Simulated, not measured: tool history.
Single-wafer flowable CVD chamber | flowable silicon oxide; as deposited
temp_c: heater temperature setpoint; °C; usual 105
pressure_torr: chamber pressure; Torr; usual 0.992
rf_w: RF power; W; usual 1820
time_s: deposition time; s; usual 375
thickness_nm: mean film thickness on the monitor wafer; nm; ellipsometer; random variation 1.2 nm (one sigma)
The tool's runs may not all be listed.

run	hour	temp_c	pressure_torr	rf_w	time_s	read-back reference wafer on the same gauge, thickness_nm	thickness_nm
1	0.0	105	1.190	1820	375	220.877	260.200
2	14.9	105	0.992	1820	375	221.139	217.878
3	27.2	105	0.992	1820	375	220.947	216.875
4	54.2	105	0.992	1820	375	220.784	215.130
# hour 115.2: showerhead replaced, of another model than before
5	115.7	105	0.992	1820	375	221.050	215.661
# hour 128.1: gauge calibrated
6	132.6	105	0.992	1820	375	220.781	217.005
7	147.5	105	1.190	1820	375	220.761	238.182
# hour 166.0: thermocouple changed; heater temperature recalibrated
8	169.7	105	0.992	1820	375	221.212	243.624
9	190.0	95	1.173	1515	375	221.212	356.007
10	288.9	95	1.086	1820	375	220.770	372.872
11	305.7	105	0.992	1820	375	220.985	241.236
12	334.4	105	0.992	1820	375	221.050	241.313
# hour 349.6: capacitance manometer re-zeroed and calibrated
13	350.1	114	1.238	1975	430	221.240	231.688
14	374.8	93	0.787	2010	307	221.020	285.864
15	390.7	105	1.057	1685	375	220.837	239.477
# hour 404.2: RF generator calibrated
16	404.7	111	0.814	1945	421	221.368	199.975
17	427.0	105	0.992	1820	375	221.035	238.623
18	462.6	93	0.992	1820	428	220.792	434.496
19	477.8	105	0.992	1820	375	221.144	239.494
20	501.0	111	1.061	1820	425	221.030	226.096
21	529.4	101	0.789	1820	375	220.922	248.017
22	542.3	93	0.992	1820	428	221.178	427.959
23	556.0	105	0.992	1820	375	220.956	239.132
24	569.5	120	0.992	1655	375	220.979	134.390
25	592.0	117	0.992	1535	375	221.082	140.564
26	615.6	105	0.992	1820	448	220.953	281.754
27	642.8	105	0.826	1820	333	221.034	191.819

5 ways to go on from here, each from the tool as it stands after run 27. What would each give?
A	643.3	105	0.992	1820	375	?	?
B	643.3	105	0.992	1820	318	?	?
C	643.3	118	1.091	1820	375	?	?
D	643.3	109	0.992	1710	306	?	?
E	643.3	96	0.992	1970	316	?	?

run	read-back reference wafer on the same gauge, thickness_nm	thickness_nm
A	220.953	236.595
B	220.953	200.633
C	220.953	157.014
D	220.953	162.122
E	220.953	287.557
Without the tool's hidden state the same runs would have given:
run	thickness_nm
A	245.588
B	208.258
C	161.967
D	168.042
E	298.446

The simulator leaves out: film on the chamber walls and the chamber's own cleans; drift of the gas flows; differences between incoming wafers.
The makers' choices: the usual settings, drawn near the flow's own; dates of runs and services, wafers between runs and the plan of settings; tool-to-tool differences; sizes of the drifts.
